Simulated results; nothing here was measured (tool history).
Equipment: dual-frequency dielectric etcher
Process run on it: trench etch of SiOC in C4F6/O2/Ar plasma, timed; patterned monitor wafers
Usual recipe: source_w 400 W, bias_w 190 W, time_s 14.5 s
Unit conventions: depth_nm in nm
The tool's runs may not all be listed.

run   hour  source_w  bias_w  time_s  read-back reference wafer on the same gauge, depth_nm  depth_nm
  1      0       400     190    14.5                                                  37.65      31.5
  2   12.8       400     165    14.5                                                   37.6     29.28
  3   19.6       400     165    14.5                                                  37.72      29.2
      26.2  -- source power generator calibrated
  4   28.5       400     190    14.5                                                  37.62     31.22
      59.2  -- wet clean of the chamber
  5   68.1       400     190    13.5                                                  37.61     29.68
  6   85.4       400     190    13.5                                                  37.68     29.91
  7   92.9       400     190    13.5                                                  37.68     29.67
  8    101       400     190    14.5                                                  37.65     31.97
     106.6  -- bias power generator calibrated
     129.1  -- upper electrode replaced
  9  129.6       500     160      13                                                  37.54     28.37
 10  132.9       330     162    14.5                                                  37.59     27.12
 11  139.8       370     190    14.5                                                  37.54     30.89
 12  146.1       400     190    14.5                                                  37.58     31.81
 13  162.5       400     190    14.5                                                  37.51     31.73
 14  171.9       450     202    10.5                                                   37.6     24.87
 15  186.3       450     227    14.5                                                  37.55     36.23
     193.3  -- gauge calibrated
 16  195.4       340     190    14.5                                                  37.65     29.61
 17  201.7       400     151    17.5                                                  37.57     33.84
 18  216.7       460     142    17.5                                                  37.55     34.36
 19    229       400     190      19                                                  37.56     41.62
 20  236.2       400     190    14.5                                                  37.59     31.62
 21  252.2       400     190      19                                                  37.52     41.37
 22  267.1       400     222    17.5                                                   37.6     41.28
 23  279.5       340     190    17.5                                                  37.55     35.67
 24  289.1       470     161      16                                                  37.53     34.02
 25  299.6       400     230    10.5                                                  37.57     24.97
 26  310.1       330     215    14.5                                                  37.62     30.81
 27  317.4       400     158    14.5                                                  37.63      28.5
 28  332.1       400     190    14.5                                                  37.57     31.32
 29  349.8       360     151    14.5                                                  37.62     26.31

5 options for the next run, each taken on its own from the tool as it stands now. Forecast them:
  A  350.2       400     190    14.5                                                      ?         ?
  B  350.2       350     228    10.5                                                      ?         ?
  C  350.2       450     176    10.5                                                      ?         ?
  D  350.2       500     165      17                                                      ?         ?
  E  350.2       400     202    18.5                                                      ?         ?

run  read-back reference wafer on the same gauge, depth_nm  depth_nm
  A                                                  37.51     31.35
  B                                                  37.51     23.61
  C                                                  37.51     22.86
  D                                                  37.51     37.33
  E                                                  37.51     41.26
The same runs, with their run-to-run variation unchanged, on a tool lacking any hidden condition would have given:
run  depth_nm
  A     32.38
  B     24.39
  C     23.61
  D     38.56
  E     42.61
